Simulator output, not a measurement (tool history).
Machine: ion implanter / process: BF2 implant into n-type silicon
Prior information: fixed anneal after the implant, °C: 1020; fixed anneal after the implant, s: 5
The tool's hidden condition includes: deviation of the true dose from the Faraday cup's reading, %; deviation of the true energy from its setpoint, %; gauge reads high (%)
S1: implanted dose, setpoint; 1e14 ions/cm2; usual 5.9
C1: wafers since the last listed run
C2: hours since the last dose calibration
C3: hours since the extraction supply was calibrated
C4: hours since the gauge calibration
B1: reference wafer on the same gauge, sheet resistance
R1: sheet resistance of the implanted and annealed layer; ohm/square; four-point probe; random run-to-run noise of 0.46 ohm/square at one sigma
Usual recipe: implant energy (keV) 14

{"run": 1, "day": 0.0, "S1": 5.29, "implant energy (keV)": 15, "C1": 0, "C2": 2090.1, "C3": 2214.9, "C4": 613.1, "B1": 346.08, "R1": 313.58}
{"run": 2, "day": 0.85, "S1": 5.9, "implant energy (keV)": 14, "C1": 295, "C2": 2110.5, "C3": 2235.3, "C4": 633.5, "B1": 346.13, "R1": 304.64}
{"run": 3, "day": 1.442, "S1": 5.9, "implant energy (keV)": 14, "C1": 205, "C2": 2124.7, "C3": 2249.5, "C4": 647.7, "B1": 346.17, "R1": 306.2}
{"run": 4, "day": 2.217, "S1": 5.9, "implant energy (keV)": 14, "C1": 269, "C2": 2143.3, "C3": 2268.1, "C4": 666.3, "B1": 345.97, "R1": 305.68}
{"run": 5, "day": 3.238, "S1": 5.9, "implant energy (keV)": 14, "C1": 354, "C2": 2167.8, "C3": 2292.6, "C4": 690.8, "B1": 345.88, "R1": 306.36}
{"run": 6, "day": 4.55, "S1": 5.9, "implant energy (keV)": 14, "C1": 455, "C2": 2199.3, "C3": 2324.1, "C4": 722.3, "B1": 345.93, "R1": 305.71}
{"run": 7, "day": 5.479, "S1": 5.9, "implant energy (keV)": 14, "C1": 322, "C2": 2221.6, "C3": 2346.4, "C4": 744.6, "B1": 345.86, "R1": 305.37}
{"run": 8, "day": 6.792, "S1": 5.24, "implant energy (keV)": 14, "C1": 455, "C2": 2253.1, "C3": 2377.9, "C4": 776.1, "B1": 345.92, "R1": 323.3}
{"run": 9, "day": 7.708, "S1": 5.24, "implant energy (keV)": 14, "C1": 318, "C2": 2275.1, "C3": 2399.9, "C4": 798.1, "B1": 345.82, "R1": 323.01}
{"run": 10, "day": 8.267, "S1": 5.31, "implant energy (keV)": 14, "C1": 193, "C2": 2288.5, "C3": 2413.3, "C4": 811.5, "B1": 346.18, "R1": 321.14}
{"day": 8.946, "done": "Faraday cup replaced and dose calibrated"}
{"run": 11, "day": 9.333, "S1": 5.31, "implant energy (keV)": 14, "C1": 254, "C2": 9.3, "C3": 2438.9, "C4": 837.1, "B1": 346.02, "R1": 313.93}
{"run": 12, "day": 10.508, "S1": 5.9, "implant energy (keV)": 14, "C1": 407, "C2": 37.5, "C3": 2467.1, "C4": 865.3, "B1": 345.92, "R1": 300.05}
{"run": 13, "day": 11.225, "S1": 5.9, "implant energy (keV)": 14, "C1": 248, "C2": 54.7, "C3": 2484.3, "C4": 882.5, "B1": 345.98, "R1": 299.84}
{"run": 14, "day": 11.888, "S1": 5.9, "implant energy (keV)": 14, "C1": 229, "C2": 70.6, "C3": 2500.2, "C4": 898.4, "B1": 346.04, "R1": 299.65}
{"run": 15, "day": 12.688, "S1": 5.01, "implant energy (keV)": 14, "C1": 277, "C2": 89.8, "C3": 2519.4, "C4": 917.6, "B1": 346.07, "R1": 323.7}
{"run": 16, "day": 13.625, "S1": 5.9, "implant energy (keV)": 14, "C1": 325, "C2": 112.3, "C3": 2541.9, "C4": 940.1, "B1": 346.04, "R1": 300.4}
{"run": 17, "day": 14.504, "S1": 5.04, "implant energy (keV)": 12.5, "C1": 305, "C2": 133.4, "C3": 2563, "C4": 961.2, "B1": 345.71, "R1": 335.42}
{"run": 18, "day": 15.638, "S1": 7.13, "implant energy (keV)": 14, "C1": 393, "C2": 160.6, "C3": 2590.2, "C4": 988.4, "B1": 346.18, "R1": 280.74}
{"run": 19, "day": 16.779, "S1": 5.9, "implant energy (keV)": 14, "C1": 396, "C2": 188, "C3": 2617.6, "C4": 1015.8, "B1": 346.04, "R1": 299.95}
{"day": 16.808, "done": "gauge calibrated"}
{"run": 20, "day": 17.429, "S1": 6.83, "implant energy (keV)": 11.5, "C1": 225, "C2": 203.6, "C3": 2633.2, "C4": 14.9, "B1": 345.83, "R1": 309.12}
{"run": 21, "day": 18.196, "S1": 4.98, "implant energy (keV)": 17.5, "C1": 266, "C2": 222, "C3": 2651.6, "C4": 33.3, "B1": 345.8, "R1": 302.05}
{"run": 22, "day": 18.733, "S1": 6.91, "implant energy (keV)": 10.5, "C1": 186, "C2": 234.9, "C3": 2664.5, "C4": 46.2, "B1": 346.13, "R1": 320.52}
{"run": 23, "day": 19.296, "S1": 6.91, "implant energy (keV)": 10.5, "C1": 195, "C2": 248.4, "C3": 2678, "C4": 59.7, "B1": 345.95, "R1": 321.02}
{"day": 20.892, "done": "extraction supply calibrated"}
{"run": 24, "day": 20.912, "S1": 5.38, "implant energy (keV)": 9.5, "C1": 445, "C2": 287.2, "C3": 0.5, "C4": 98.5, "B1": 346.11, "R1": 369.41}
{"run": 25, "day": 21.429, "S1": 5.11, "implant energy (keV)": 14, "C1": 179, "C2": 299.6, "C3": 12.9, "C4": 110.9, "B1": 346.02, "R1": 325.84}
{"run": 26, "day": 22.733, "S1": 6.92, "implant energy (keV)": 9.5, "C1": 452, "C2": 330.9, "C3": 44.2, "C4": 142.2, "B1": 346.27, "R1": 340.42}
{"run": 27, "day": 23.988, "S1": 4.43, "implant energy (keV)": 16, "C1": 435, "C2": 361, "C3": 74.3, "C4": 172.3, "B1": 346.06, "R1": 337.66}
{"run": 28, "day": 25.354, "S1": 6.37, "implant energy (keV)": 10, "C1": 474, "C2": 393.8, "C3": 107.1, "C4": 205.1, "B1": 345.9, "R1": 341.63}
{"run": 29, "day": 26.217, "S1": 7.5, "implant energy (keV)": 14, "C1": 299, "C2": 414.5, "C3": 127.8, "C4": 225.8, "B1": 345.85, "R1": 281.5}
{"run": 30, "day": 27.625, "S1": 4.93, "implant energy (keV)": 10, "C1": 488, "C2": 448.3, "C3": 161.6, "C4": 259.6, "B1": 346.11, "R1": 374.57}
{"run": 31, "day": 28.762, "S1": 7.27, "implant energy (keV)": 18.5, "C1": 394, "C2": 475.6, "C3": 188.9, "C4": 286.9, "B1": 346.03, "R1": 251.72}
{"run": 32, "day": 29.7, "S1": 7.15, "implant energy (keV)": 14, "C1": 325, "C2": 498.1, "C3": 211.4, "C4": 309.4, "B1": 345.95, "R1": 286.35}
{"run": 33, "day": 30.446, "S1": 5.9, "implant energy (keV)": 14, "C1": 258, "C2": 516, "C3": 229.3, "C4": 327.3, "B1": 345.97, "R1": 305.96}
{"run": 34, "day": 31.233, "S1": 7.1, "implant energy (keV)": 10, "C1": 273, "C2": 534.9, "C3": 248.2, "C4": 346.2, "B1": 346.08, "R1": 331.11}
{"run": 35, "day": 31.888, "S1": 6.51, "implant energy (keV)": 16.5, "C1": 227, "C2": 550.6, "C3": 263.9, "C4": 361.9, "B1": 346.04, "R1": 275.25}
{"run": 36, "day": 33.212, "S1": 5.38, "implant energy (keV)": 9.5, "C1": 459, "C2": 582.4, "C3": 295.7, "C4": 393.7, "B1": 346.25, "R1": 369.51}
{"run": 37, "day": 34.338, "S1": 4.62, "implant energy (keV)": 14, "C1": 390, "C2": 609.4, "C3": 322.7, "C4": 420.7, "B1": 345.87, "R1": 343.29}
{"run": 38, "day": 35.796, "S1": 5.9, "implant energy (keV)": 14, "C1": 506, "C2": 644.4, "C3": 357.7, "C4": 455.7, "B1": 345.83, "R1": 306.58}

Below, some changes in R1 between adjacent runs. For each, the amount present without the hidden state too (settings, incoming material, random variation) and the amount remaining for the hidden state with gauge scatter not shared by both compared results:
Run 10 -> 11: Faraday cup replaced and dose calibrated. R1 -7.21 ohm/square: hidden state -6.5, all else -0.71.
Run 21 -> 22: S1 4.98 -> 6.91, implant energy (keV) 17.5 -> 10.5. R1 +18.47 ohm/square: hidden state -2.17, all else +20.64.
Run 23 -> 24: S1 6.91 -> 5.38, implant energy (keV) 10.5 -> 9.5, extraction supply calibrated. R1 +48.39 ohm/square: hidden state +6.02, all else +42.37.
Run 29 -> 30: S1 7.5 -> 4.93, implant energy (keV) 14 -> 10. R1 +93.07 ohm/square: hidden state +0.61, all else +92.46.
Run 30 -> 31: S1 4.93 -> 7.27, implant energy (keV) 10 -> 18.5. R1 -122.85 ohm/square: hidden state -0.43, all else -122.42.
Run 35 -> 36: S1 6.51 -> 5.38, implant energy (keV) 16.5 -> 9.5. R1 +94.26 ohm/square: hidden state +0.34, all else +93.92.
